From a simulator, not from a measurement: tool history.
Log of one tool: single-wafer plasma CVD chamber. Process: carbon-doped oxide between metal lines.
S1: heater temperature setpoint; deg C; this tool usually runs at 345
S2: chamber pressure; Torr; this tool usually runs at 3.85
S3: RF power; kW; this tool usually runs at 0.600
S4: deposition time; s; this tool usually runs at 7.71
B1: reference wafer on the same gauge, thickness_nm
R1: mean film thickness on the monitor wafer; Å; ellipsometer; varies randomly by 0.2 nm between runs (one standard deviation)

run    hour   S1    S2     S3    S4      B1      R1
  1     0.0  345  3.85  0.600  7.71  48.009  427.85
  2   106.3  345  3.85  0.600  7.71  47.881  428.64
      117.7  -- thermocouple changed; heater temperature recalibrated
  3   214.2  345  3.85  0.600  7.71  47.867  430.23
      246.5  -- RF generator calibrated
      295.3  -- gauge calibrated
  4   314.3  345  3.85  0.600  7.71  50.032  450.42
  5   380.6  345  3.85  0.600  7.71  49.987  446.39
  6   417.7  337  3.85  0.715  8.16  50.043  530.38
  7   489.7  345  3.85  0.600  7.71  49.940  446.56
  8   545.5  345  3.85  0.600  7.71  49.938  448.55
  9   598.7  345  3.85  0.715  7.71  49.872  485.84
 10   661.7  345  3.85  0.600  7.71  49.882  445.11
 11   716.0  354  3.10  0.550  7.71  49.751  405.60
 12   779.2  358  4.39  0.675  7.12  49.746  426.63
 13   833.0  345  3.51  0.525  7.71  49.709  414.84
 14   896.6  345  3.85  0.600  9.24  49.633  530.03
 15   974.1  339  3.85  0.600  7.71  49.579  451.93
 16  1080.8  345  3.85  0.600  7.71  49.499  444.47
 17  1156.4  355  4.39  0.630  7.71  49.442  450.03
 18  1277.8  334  3.85  0.600  7.71  49.399  462.81
 19  1341.1  345  3.85  0.600  7.71  49.335  438.46
     1370.5  -- capacitance manometer re-zeroed and calibrated
     1436.8  -- showerhead replaced
 20  1644.3  345  3.85  0.600  6.70  49.138  385.22
 21  1739.9  354  3.85  0.600  7.71  49.095  425.83

Expected results for the next run?
 22  1840.4  359  3.85  0.600  7.25   ?   ?

For run 22 the tool returned B1 48.978, R1 392.60 Å.
Take away the tool's hidden state, keep the run-to-run variation as it was, and the same run would have given R1 398.03 Å.

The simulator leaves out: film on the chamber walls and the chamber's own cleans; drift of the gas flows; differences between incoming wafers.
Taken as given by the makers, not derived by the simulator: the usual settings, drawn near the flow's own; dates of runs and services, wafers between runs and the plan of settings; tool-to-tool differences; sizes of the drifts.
